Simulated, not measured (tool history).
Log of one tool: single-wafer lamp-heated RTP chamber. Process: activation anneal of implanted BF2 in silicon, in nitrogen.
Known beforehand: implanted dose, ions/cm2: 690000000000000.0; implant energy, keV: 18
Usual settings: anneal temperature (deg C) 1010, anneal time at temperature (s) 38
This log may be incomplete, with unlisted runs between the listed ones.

| run | hour | anneal temperature (deg C) | anneal time at temperature (s) | wafers since the last listed run | wafers since the last pyrometer calibration | wafers since the reflector plate was cleaned | hours since the gauge calibration | read-back reference wafer on the same gauge, sheet resistance | sheet resistance of the implanted and annealed layer (ohm/square) |
|---|---|---|---|---|---|---|---|---|---|
| 1 | 0 | 1010 | 31 | 0 | 1080 | 1774 | 675.4 | 188.02 | 210.44 |
| 2 | 102.7 | 1010 | 38 | 1505 | 2586 | 3280 | 778.1 | 188.08 | 202.01 |
| 3 | 165.4 | 1010 | 38 | 919 | 3505 | 4199 | 840.8 | 188 | 200.93 |
|  | 214.2 | reflector plate cleaned |
| 4 | 272.7 | 1010 | 38 | 1455 | 4961 | 858 | 948.1 | 188.26 | 198.57 |
|  | 315.8 | pyrometer window cleaned and pyrometer calibrated |
| 5 | 335.7 | 1025 | 38 | 806 | 292 | 1664 | 1011.1 | 188.03 | 196.01 |
| 6 | 435.4 | 1025 | 38 | 1461 | 1754 | 3126 | 1110.8 | 188.11 | 194.51 |
| 7 | 481.1 | 992 | 38 | 670 | 2424 | 3796 | 1156.5 | 188.06 | 218.05 |
| 8 | 538.7 | 992 | 38 | 844 | 3268 | 4640 | 1214.1 | 187.94 | 216.42 |
| 9 | 587.1 | 1010 | 38 | 709 | 3978 | 5350 | 1262.5 | 187.92 | 198.45 |
|  | 601 | gauge calibrated |
|  | 611.2 | reflector plate cleaned |
|  | 753 | pyrometer window cleaned and pyrometer calibrated |
| 10 | 786.2 | 1010 | 38 | 2684 | 486 | 2448 | 185.2 | 187.84 | 202.69 |
| 11 | 876.7 | 1010 | 38 | 1326 | 1813 | 3775 | 275.7 | 187.75 | 202.35 |
|  | 922.2 | reflector plate cleaned |
| 12 | 974.9 | 1010 | 60 | 1322 | 3135 | 773 | 373.9 | 187.95 | 194.75 |
| 13 | 1040.2 | 1027 | 52 | 957 | 4093 | 1730 | 439.2 | 188.1 | 186.23 |
| 14 | 1109.6 | 1037 | 38 | 1017 | 5110 | 2748 | 508.6 | 187.85 | 185.6 |
|  | 1155.8 | pyrometer window cleaned and pyrometer calibrated |
| 15 | 1203.4 | 1010 | 38 | 1257 | 697 | 4006 | 602.4 | 187.87 | 202.89 |
|  | 1238 | reflector plate cleaned |
| 16 | 1303.7 | 1010 | 30 | 1353 | 2050 | 963 | 702.7 | 187.92 | 208.62 |
| 17 | 1377.2 | 1025 | 38 | 1077 | 3128 | 2040 | 776.2 | 188.09 | 193.67 |
| 18 | 1426.5 | 1010 | 38 | 722 | 3851 | 2763 | 825.5 | 187.94 | 200.02 |

Estimate the outcome of run 19 from the log above:
| 19 | 1493 | 999 | 59 | 974 | 4826 | 3738 | 892 | ? | ? |

read-back reference wafer on the same gauge, sheet resistance: 187.79
sheet resistance of the implanted and annealed layer (ohm/square): 196.64
On a tool with no hidden condition, and with the same random variation, this run would have come out at sheet resistance of the implanted and annealed layer (ohm/square) 207.13.
